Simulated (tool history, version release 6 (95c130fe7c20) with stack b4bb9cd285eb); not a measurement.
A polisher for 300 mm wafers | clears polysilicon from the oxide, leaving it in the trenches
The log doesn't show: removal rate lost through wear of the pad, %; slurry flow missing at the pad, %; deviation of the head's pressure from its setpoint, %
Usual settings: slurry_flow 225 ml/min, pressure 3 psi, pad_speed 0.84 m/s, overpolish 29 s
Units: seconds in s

run	hour	slurry_flow	pressure	pad_speed	overpolish	wafers since the last listed run	wafers polished on this pad	hours since the slurry nozzle was cleaned	hours since the head pressure was calibrated	incoming thickness of the incoming film, nm	seconds
1	0	225	3	0.74	29	0	188	144.4	496.5	745.5	53.4
2	13.9	225	3	0.74	29	129	318	158.3	510.4	740.2	55.3
3	20.6	225	3	0.84	29	62	380	165	517.1	738.9	50.1
4	36.1	225	3	0.66	16	144	525	180.5	532.6	741.6	58.4
5	49.7	225	3	0.66	16	127	652	194.1	546.2	755.4	57.9
6	57.8	225	3	0.66	16	75	728	202.2	554.3	731.2	58.7
7	71	225	3	0.84	29	123	851	215.4	567.5	747.7	52.1
8	79.8	225	3	0.84	29	82	933	224.2	576.3	724.3	50.3
9	91.8	225	3	0.84	29	112	1045	236.2	588.3	728.5	51
# hour 103.4: worn pad replaced by a new one
10	103.9	260	3	0.84	29	75	4	248.3	600.4	743	51
11	109.5	260	3	0.84	29	52	56	253.9	606	746.5	52
# hour 111.5: slurry nozzle cleaned
# hour 116.7: head pressure recalibrated
12	117.9	260	3	0.84	29	50	107	6.4	1.2	744.9	47.5
13	129.5	200	3	0.84	29	108	215	18	12.8	745.2	49.8
14	163.8	200	3	0.84	29	320	535	52.3	47.1	748.4	49.9
15	173.8	275	3	0.84	29	93	629	62.3	57.1	735.8	47.9
16	186.8	225	3	0.84	29	121	750	75.3	70.1	748.8	49.2
17	199.8	225	3	1.14	29	121	872	88.3	83.1	750.8	40.5
18	208.2	225	3	0.84	29	78	950	96.7	91.5	740.6	48.1
# hour 213: worn pad replaced by a new one
19	216.4	175	3	0.84	29	39	31	104.9	99.7	755.1	51.2
20	228.1	225	3	0.84	40	109	140	116.6	111.4	735.5	48.7
21	242.5	225	3	0.84	29	134	275	131	125.8	732.4	49.2
22	252.9	225	3	0.84	29	97	372	141.4	136.2	742.2	49.4

Run 23 comes next. What will it give?
23	260.3	225	3	1.12	29	69	441	148.8	143.6	725.8	?

{"run 23": {"seconds": 40.4}}
Without the tool's hidden state the same run would have given seconds 39.7 s.

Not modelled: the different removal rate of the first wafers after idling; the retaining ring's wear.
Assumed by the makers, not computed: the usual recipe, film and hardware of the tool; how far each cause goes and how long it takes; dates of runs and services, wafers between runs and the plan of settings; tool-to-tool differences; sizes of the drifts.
